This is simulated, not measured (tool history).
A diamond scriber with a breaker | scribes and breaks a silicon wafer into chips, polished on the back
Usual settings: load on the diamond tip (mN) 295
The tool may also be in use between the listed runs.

| run | day | load on the diamond tip (mN) | wafers since the last listed run | hours since the diamond tip was replaced | hours since the load on the tip was calibrated | incoming depth of the damage left on the back of the incoming wafer, um | depth of the median crack under the scribed line (nm) | chips rejected at inspection after the break (%) |
|---|---|---|---|---|---|---|---|---|
| 1 | 0.000 | 269 | 0 | 20.6 | 522.7 | 0.03 | 11930 | 1.40 |
| 2 | 4.196 | 266 | 427 | 121.3 | 623.4 | 0.04 | 11930 | 1.47 |
| 3 | 7.075 | 266 | 293 | 190.4 | 692.5 | 0.04 | 11890 | 1.58 |
|  | 8.492 | load on the tip recalibrated |
| 4 | 10.192 | 315 | 309 | 265.2 | 40.8 | 0.03 | 12480 | 1.65 |
| 5 | 13.875 | 315 | 375 | 353.6 | 129.2 | 0.03 | 13020 | 1.68 |
| 6 | 15.954 | 246 | 211 | 403.5 | 179.1 | 0.03 | 11050 | 2.81 |
| 7 | 17.838 | 246 | 191 | 448.7 | 224.3 | 0.04 | 10940 | 2.72 |
| 8 | 20.667 | 251 | 288 | 516.6 | 292.2 | 0.02 | 11510 | 2.17 |
|  | 21.833 | diamond tip replaced by a new one |
| 9 | 24.338 | 295 | 365 | 60.1 | 380.3 | 0.02 | 12370 | 1.48 |
| 10 | 26.717 | 295 | 242 | 117.2 | 437.4 | 0.02 | 12390 | 1.65 |
| 11 | 28.396 | 295 | 171 | 157.5 | 477.7 | 0.02 | 12530 | 1.73 |
| 12 | 31.917 | 295 | 358 | 242.0 | 562.2 | 0.02 | 12820 | 1.59 |
| 13 | 34.188 | 295 | 231 | 296.5 | 616.7 | 0.01 | 12710 | 1.70 |
| 14 | 36.150 | 295 | 199 | 343.6 | 663.8 | 0.04 | 12280 | 1.64 |
| 15 | 39.333 | 295 | 324 | 420.0 | 740.2 | 0.03 | 12360 | 1.61 |
| 16 | 41.971 | 295 | 268 | 483.3 | 803.5 | 0.04 | 12810 | 1.54 |
| 17 | 45.688 | 263 | 378 | 572.5 | 892.7 | 0.05 | 11420 | 1.65 |
|  | 47.667 | load on the tip recalibrated |
| 18 | 48.325 | 295 | 260 | 635.8 | 15.8 | 0.04 | 13060 | 2.32 |
|  | 49.750 | diamond tip replaced by a new one |
| 19 | 51.917 | 295 | 357 | 52.0 | 102.0 | 0.03 | 13320 | 2.37 |
| 20 | 54.812 | 295 | 295 | 121.5 | 171.5 | 0.04 | 13470 | 2.74 |
| 21 | 58.988 | 295 | 425 | 221.7 | 271.7 | 0.05 | 13190 | 2.73 |
| 22 | 61.429 | 329 | 248 | 280.3 | 330.3 | 0.04 | 14310 | 5.28 |
| 23 | 64.779 | 319 | 341 | 360.7 | 410.7 | 0.03 | 14230 | 5.49 |
| 24 | 69.104 | 380 | 440 | 464.5 | 514.5 | 0.03 | 15760 | 11.42 |
|  | 69.942 | load on the tip recalibrated, repeated, since the last time left the tool worse |
| 25 | 71.354 | 255 | 220 | 518.5 | 33.9 | 0.04 | 11170 | 2.56 |
| 26 | 74.108 | 256 | 280 | 584.6 | 100.0 | 0.03 | 11500 | 2.22 |
| 27 | 77.000 | 268 | 294 | 654.0 | 169.4 | 0.03 | 11800 | 1.60 |
|  | 77.583 | diamond tip replaced by a new one |
| 28 | 79.829 | 225 | 279 | 53.9 | 237.3 | 0.03 | 10640 | 4.21 |
| 29 | 82.754 | 228 | 298 | 124.1 | 307.5 | 0.02 | 10500 | 3.86 |
| 30 | 86.542 | 258 | 385 | 215.0 | 398.4 | 0.03 | 11960 | 1.78 |
| 31 | 97.883 | 318 | 1155 | 487.2 | 670.6 | 0.04 | 13390 | 2.84 |
| 32 | 100.471 | 334 | 263 | 549.3 | 732.7 | 0.04 | 13640 | 3.44 |
|  | 100.592 | load on the tip recalibrated |
|  | 100.971 | diamond tip replaced by a new one |
| 33 | 102.117 | 295 | 150 | 27.5 | 36.6 | 0.04 | 12250 | 1.57 |
| 34 | 104.842 | 295 | 277 | 92.9 | 102.0 | 0.02 | 12360 | 1.52 |
| 35 | 106.733 | 295 | 192 | 138.3 | 147.4 | 0.02 | 12130 | 1.48 |
| 36 | 109.392 | 381 | 270 | 202.1 | 211.2 | 0.01 | 14330 | 6.00 |
| 37 | 111.850 | 330 | 250 | 261.1 | 270.2 | 0.01 | 13360 | 2.80 |
| 38 | 122.138 | 295 | 1048 | 508.0 | 517.1 | 0.02 | 12420 | 1.63 |
|  | 125.433 | diamond tip replaced by a new one |
| 39 | 126.483 | 327 | 434 | 25.2 | 621.4 | 0.04 | 13300 | 3.17 |
| 40 | 129.408 | 357 | 298 | 95.4 | 691.6 | 0.05 | 13940 | 5.00 |
| 41 | 132.633 | 231 | 328 | 172.8 | 769.0 | 0.03 | 11150 | 2.96 |

Some steps in depth of the median crack under the scribed line (nm) between neighbouring runs. How much of each would the tool show without its hidden state too (settings, what came in, random variation), and how much is left for the hidden state, with any gauge scatter that isn't in both results?
The hidden state here: share of the diamond tip's cutting effectiveness lost through wear, %; deviation of the load on the tip from its setpoint, %.
Run 17 -> 18: load on the diamond tip (mN) 263 -> 295, load on the tip recalibrated. depth of the median crack under the scribed line (nm) +1640: hidden state +500, all else +1140.
Run 24 -> 25: load on the diamond tip (mN) 380 -> 255, load on the tip recalibrated, repeated, since the last time left the tool worse. depth of the median crack under the scribed line (nm) -4590: hidden state -1510, all else -3080.
Run 32 -> 33: load on the diamond tip (mN) 334 -> 295, load on the tip recalibrated, diamond tip replaced by a new one. depth of the median crack under the scribed line (nm) -1390: hidden state -590, all else -800.
Run 35 -> 36: load on the diamond tip (mN) 295 -> 381. depth of the median crack under the scribed line (nm) +2200: hidden state +120, all else +2080.
Run 40 -> 41: load on the diamond tip (mN) 357 -> 231. depth of the median crack under the scribed line (nm) -2790: hidden state -90, all else -2700.
